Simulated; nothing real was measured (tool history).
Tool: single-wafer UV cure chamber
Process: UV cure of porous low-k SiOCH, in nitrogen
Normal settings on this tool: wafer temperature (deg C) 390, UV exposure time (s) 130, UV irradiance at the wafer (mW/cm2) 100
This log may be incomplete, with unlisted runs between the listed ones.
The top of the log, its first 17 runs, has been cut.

run	hour	wafer temperature (deg C)	UV exposure time (s)	UV irradiance at the wafer (mW/cm2)	wafers since the last listed run	hours since the UV bulbs were replaced	wafers since the quartz window was cleaned	loss of film thickness in the cure (%)
18	1426.2	395	105	100	217	866.6	1150	9.986
19	1482.5	377	130	100	285	922.9	1436	10.616
20	1588.7	390	130	100	539	1029.1	1975	10.506
21	1695.2	390	130	100	540	1135.6	2516	10.353
22	1733	390	95	118	191	1173.4	2707	9.821
23	1810.7	385	55	83	394	1251.1	3102	5.222
# hour 1837: quartz window cleaned
24	1880.6	384	95	88	314	1321	221	8.564
25	1920.1	383	175	128	200	1360.5	421	13.899
26	1982.9	390	130	100	318	1423.3	740	11.138
27	2035.7	390	95	111	268	1476.1	1008	9.883
# hour 2050.8: UV bulbs replaced
28	2141.2	404	130	100	494	90.4	1503	11.394
29	2181	372	100	71	202	130.2	1705	7.56
30	2288.1	390	130	100	543	237.3	2249	10.348
31	2345.7	381	130	121	292	294.9	2541	11.42
# hour 2378.2: quartz window cleaned
32	2440.5	404	130	115	440	389.7	316	12.013
33	2521.1	390	130	100	409	470.3	725	11.21
34	2573.4	390	130	137	265	522.6	990	12.807
35	2650.8	390	160	100	392	600	1383	12.167
36	2713.9	408	130	115	320	663.1	1704	11.75
37	2816.2	382	150	100	519	765.4	2223	11.043
38	2858.2	390	130	100	213	807.4	2436	10.48
39	2942.2	390	130	100	426	891.4	2863	10.214

5 ways to go on from here, each from the tool as it stands after run 39. What would each give?
A	2942.7	390	185	100	2	891.9	2865	?
B	2942.7	390	130	83	2	891.9	2865	?
C	2942.7	400	190	100	2	891.9	2865	?
D	2942.7	390	155	112	2	891.9	2865	?
E	2942.7	378	200	112	2	891.9	2865	?

run	loss of film thickness in the cure (%)
A	12.142
B	9.422
C	12.481
D	11.816
E	12.882
Had the tool no hidden state, the same runs would have come out as:
run	loss of film thickness in the cure (%)
A	13.217
B	10.454
C	13.562
D	12.885
E	13.971
